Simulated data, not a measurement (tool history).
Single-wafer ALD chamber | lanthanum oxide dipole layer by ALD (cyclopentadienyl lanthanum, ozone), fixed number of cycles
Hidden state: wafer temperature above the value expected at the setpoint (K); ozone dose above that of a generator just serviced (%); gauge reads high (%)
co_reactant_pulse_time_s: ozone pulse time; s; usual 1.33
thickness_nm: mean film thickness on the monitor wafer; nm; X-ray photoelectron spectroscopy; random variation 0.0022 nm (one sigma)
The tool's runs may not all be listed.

run    hour  co_reactant_pulse_time_s  wafers since the last listed run  hours since the last thermocouple change  hours since the last ozone generator service  hours since the showerhead was replaced  hours since the gauge calibration  read-back reference wafer on the same gauge, thickness_nm  thickness_nm
  1       0                      1.02                                 0                                    1341.2                                        1038.1                                   4079.1                              492.8                                                      0.655         0.518
  2   101.7                      1.02                              1122                                    1442.9                                        1139.8                                   4180.8                              594.5                                                      0.654         0.514
  3   155.7                      1.02                               595                                    1496.9                                        1193.8                                   4234.8                              648.5                                                      0.655         0.514
  4   237.3                       0.9                               900                                    1578.5                                        1275.4                                   4316.4                              730.1                                                      0.655         0.495
  5   305.4                       0.9                               751                                    1646.6                                        1343.5                                   4384.5                              798.2                                                      0.655         0.495
  6   411.6                      1.75                              1172                                    1752.8                                        1449.7                                   4490.7                              904.4                                                      0.655         0.582
      483.5  -- showerhead replaced
  7     486                      1.75                               732                                    1827.2                                        1524.1                                      2.5                              978.8                                                      0.655         0.581
        488  -- gauge calibrated
  8   563.3                      1.33                               853                                    1904.5                                        1601.4                                     79.8                               75.3                                                      0.655         0.552
      616.9  -- thermocouple changed; heater temperature recalibrated
  9   617.4                      1.33                               508                                       0.5                                        1655.5                                    133.9                              129.4                                                      0.654         0.545
 10   677.8                      1.33                               666                                      60.9                                        1715.9                                    194.3                              189.8                                                      0.655         0.545
 11   729.1                      1.17                               566                                     112.2                                        1767.2                                    245.6                              241.1                                                      0.655         0.527
 12   820.9                         1                              1013                                       204                                          1859                                    337.4                              332.9                                                      0.654         0.503
        852  -- ozone generator serviced
 13   926.1                      1.33                              1072                                     309.2                                          74.1                                    442.6                              438.1                                                      0.655         0.581
 14    1031                      1.33                              1157                                     414.1                                           179                                    547.5                                543                                                      0.655         0.579
 15  1129.4                      1.68                              1085                                     512.5                                         277.4                                    645.9                              641.4                                                      0.655         0.599
 16    1206                      1.06                               845                                     589.1                                           354                                    722.5                                718                                                      0.655         0.543
 17  1264.3                      1.08                               643                                     647.4                                         412.3                                    780.8                              776.3                                                      0.655          0.55
 18  1323.8                      1.53                               656                                     706.9                                         471.8                                    840.3                              835.8                                                      0.655         0.583

5 ways to go on from here, each from the tool as it stands after run 18. What would each give?
  A  1324.2                      1.33                                 4                                     707.3                                         472.2                                    840.7                              836.2                                                          ?             ?
  B  1324.2                      1.12                                 4                                     707.3                                         472.2                                    840.7                              836.2                                                          ?             ?
  C  1324.2                      1.79                                 4                                     707.3                                         472.2                                    840.7                              836.2                                                          ?             ?
  D  1324.2                      1.11                                 4                                     707.3                                         472.2                                    840.7                              836.2                                                          ?             ?
  E  1324.2                      1.76                                 4                                     707.3                                         472.2                                    840.7                              836.2                                                          ?             ?

run  read-back reference wafer on the same gauge, thickness_nm  thickness_nm
  A                                                      0.655         0.567
  B                                                      0.655         0.547
  C                                                      0.655         0.595
  D                                                      0.655         0.546
  E                                                      0.655         0.594
Without the tool's hidden state the same runs would have given:
run  thickness_nm
  A         0.584
  B         0.567
  C         0.606
  D         0.567
  E         0.605

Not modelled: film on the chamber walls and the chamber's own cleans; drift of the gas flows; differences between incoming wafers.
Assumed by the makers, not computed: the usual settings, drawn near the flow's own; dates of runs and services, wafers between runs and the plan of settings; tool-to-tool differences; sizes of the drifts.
